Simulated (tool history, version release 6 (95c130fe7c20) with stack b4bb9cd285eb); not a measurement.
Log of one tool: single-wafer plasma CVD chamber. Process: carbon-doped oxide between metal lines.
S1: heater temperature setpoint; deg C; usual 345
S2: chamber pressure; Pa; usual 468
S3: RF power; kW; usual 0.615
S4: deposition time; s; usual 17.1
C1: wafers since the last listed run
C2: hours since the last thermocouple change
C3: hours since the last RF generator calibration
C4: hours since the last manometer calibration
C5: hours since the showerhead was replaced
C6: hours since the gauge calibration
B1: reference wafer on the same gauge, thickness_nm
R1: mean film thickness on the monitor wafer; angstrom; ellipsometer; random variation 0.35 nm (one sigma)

run 1 hour=0.0 | S1=345 S2=468 S3=0.615 S4=17.1 | C1=0 C2=1001.3 C3=1378.1 C4=1869.8 C5=3915.0 C6=318.7 | B1=93.099 | R1=937.08
-- hour=11.0 gauge calibrated
run 2 hour=29.4 | S1=345 S2=468 S3=0.615 S4=17.1 | C1=1157 C2=1030.7 C3=1407.5 C4=1899.2 C5=3944.4 C6=18.4 | B1=92.107 | R1=925.40
run 3 hour=47.2 | S1=345 S2=468 S3=0.615 S4=16.0 | C1=700 C2=1048.5 C3=1425.3 C4=1917.0 C5=3962.2 C6=36.2 | B1=92.143 | R1=859.23
run 4 hour=60.9 | S1=345 S2=468 S3=0.615 S4=16.0 | C1=539 C2=1062.2 C3=1439.0 C4=1930.7 C5=3975.9 C6=49.9 | B1=92.143 | R1=867.21
run 5 hour=81.1 | S1=345 S2=468 S3=0.615 S4=17.1 | C1=794 C2=1082.4 C3=1459.2 C4=1950.9 C5=3996.1 C6=70.1 | B1=92.147 | R1=928.93
run 6 hour=116.0 | S1=345 S2=468 S3=0.615 S4=17.1 | C1=1373 C2=1117.3 C3=1494.1 C4=1985.8 C5=4031.0 C6=105.0 | B1=92.417 | R1=934.55
run 7 hour=131.8 | S1=345 S2=468 S3=0.615 S4=17.1 | C1=621 C2=1133.1 C3=1509.9 C4=2001.6 C5=4046.8 C6=120.8 | B1=92.362 | R1=933.00
run 8 hour=155.7 | S1=345 S2=468 S3=0.615 S4=17.1 | C1=940 C2=1157.0 C3=1533.8 C4=2025.5 C5=4070.7 C6=144.7 | B1=92.535 | R1=927.35
-- hour=168.3 capacitance manometer re-zeroed and calibrated
run 9 hour=189.0 | S1=345 S2=468 S3=0.615 S4=17.1 | C1=995 C2=1190.3 C3=1567.1 C4=20.7 C5=4104.0 C6=178.0 | B1=92.669 | R1=929.91
-- hour=221.9 showerhead replaced
-- hour=242.7 thermocouple changed; heater temperature recalibrated
run 10 hour=272.4 | S1=345 S2=468 S3=0.615 S4=17.1 | C1=2652 C2=29.7 C3=1650.5 C4=104.1 C5=50.5 C6=261.4 | B1=92.855 | R1=931.79
run 11 hour=289.9 | S1=332 S2=468 S3=0.525 S4=17.1 | C1=688 C2=47.2 C3=1668.0 C4=121.6 C5=68.0 C6=278.9 | B1=93.041 | R1=870.77
run 12 hour=320.0 | S1=351 S2=468 S3=0.615 S4=17.1 | C1=1184 C2=77.3 C3=1698.1 C4=151.7 C5=98.1 C6=309.0 | B1=93.180 | R1=918.43
-- hour=337.3 gauge calibrated
run 13 hour=354.4 | S1=332 S2=376 S3=0.540 S4=17.1 | C1=1353 C2=111.7 C3=1732.5 C4=186.1 C5=132.5 C6=17.1 | B1=92.118 | R1=862.72
run 14 hour=374.8 | S1=345 S2=468 S3=0.615 S4=17.1 | C1=802 C2=132.1 C3=1752.9 C4=206.5 C5=152.9 C6=37.5 | B1=92.216 | R1=929.12
-- hour=398.1 RF generator calibrated
run 15 hour=398.6 | S1=337 S2=356 S3=0.510 S4=15.1 | C1=621 C2=155.9 C3=0.5 C4=230.3 C5=176.7 C6=61.3 | B1=92.255 | R1=716.62
run 16 hour=431.7 | S1=345 S2=468 S3=0.615 S4=17.1 | C1=1302 C2=189.0 C3=33.6 C4=263.4 C5=209.8 C6=94.4 | B1=92.349 | R1=925.25
run 17 hour=447.4 | S1=345 S2=529 S3=0.615 S4=17.1 | C1=617 C2=204.7 C3=49.3 C4=279.1 C5=225.5 C6=110.1 | B1=92.399 | R1=940.40

Forecast run 18:
run 18 hour=473.3 | S1=345 S2=468 S3=0.530 S4=17.1 | C1=1019 C2=230.6 C3=75.2 C4=305.0 C5=251.4 C6=136.0 | B1=? | R1=?

Run 18 gave B1 92.526, R1 836.88 angstrom.
Without the tool's hidden state the same run would have given R1 831.57 angstrom.
